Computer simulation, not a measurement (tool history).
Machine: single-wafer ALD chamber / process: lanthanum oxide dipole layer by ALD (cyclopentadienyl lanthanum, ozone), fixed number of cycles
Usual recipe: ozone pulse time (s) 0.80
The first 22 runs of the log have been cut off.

run	hour	ozone pulse time (s)	wafers since the last listed run	hours since the last thermocouple change	hours since the last ozone generator service	hours since the showerhead was replaced	hours since the gauge calibration	read-back reference wafer on the same gauge, thickness_nm	mean film thickness on the monitor wafer (angstrom)
# hour 1066.1: gauge calibrated
23	1086.5	0.57	1040	449.5	257.5	173.9	20.4	0.433	4.05
24	1134.5	1.05	737	497.5	305.5	221.9	68.4	0.433	4.97
25	1166.5	0.63	491	529.5	337.5	253.9	100.4	0.433	4.20
26	1208.1	0.80	639	571.1	379.1	295.5	142.0	0.433	4.55
27	1237.8	0.93	456	600.8	408.8	325.2	171.7	0.433	4.79
28	1291.5	0.80	825	654.5	462.5	378.9	225.4	0.433	4.52
29	1363.2	0.80	1101	726.2	534.2	450.6	297.1	0.433	4.53
30	1391.4	0.70	433	754.4	562.4	478.8	325.3	0.434	4.34
31	1426.4	0.97	537	789.4	597.4	513.8	360.3	0.433	4.79
32	1453.5	0.56	416	816.5	624.5	540.9	387.4	0.434	3.94
33	1594.1	0.80	2160	957.1	765.1	681.5	528.0	0.433	4.47

Branching from run 33: 5 alternative next runs. What would each branch give?
A	1594.5	0.80	6	957.5	765.5	681.9	528.4	?	?
B	1594.5	0.72	6	957.5	765.5	681.9	528.4	?	?
C	1594.5	0.49	6	957.5	765.5	681.9	528.4	?	?
D	1594.5	1.10	6	957.5	765.5	681.9	528.4	?	?
E	1594.5	0.58	6	957.5	765.5	681.9	528.4	?	?

run	read-back reference wafer on the same gauge, thickness_nm	mean film thickness on the monitor wafer (angstrom)
A	0.433	4.49
B	0.433	4.32
C	0.433	3.71
D	0.433	4.96
E	0.433	3.98
Had the tool no hidden state, the same runs would have come out as:
run	mean film thickness on the monitor wafer (angstrom)
A	4.65
B	4.49
C	3.90
D	5.10
E	4.16
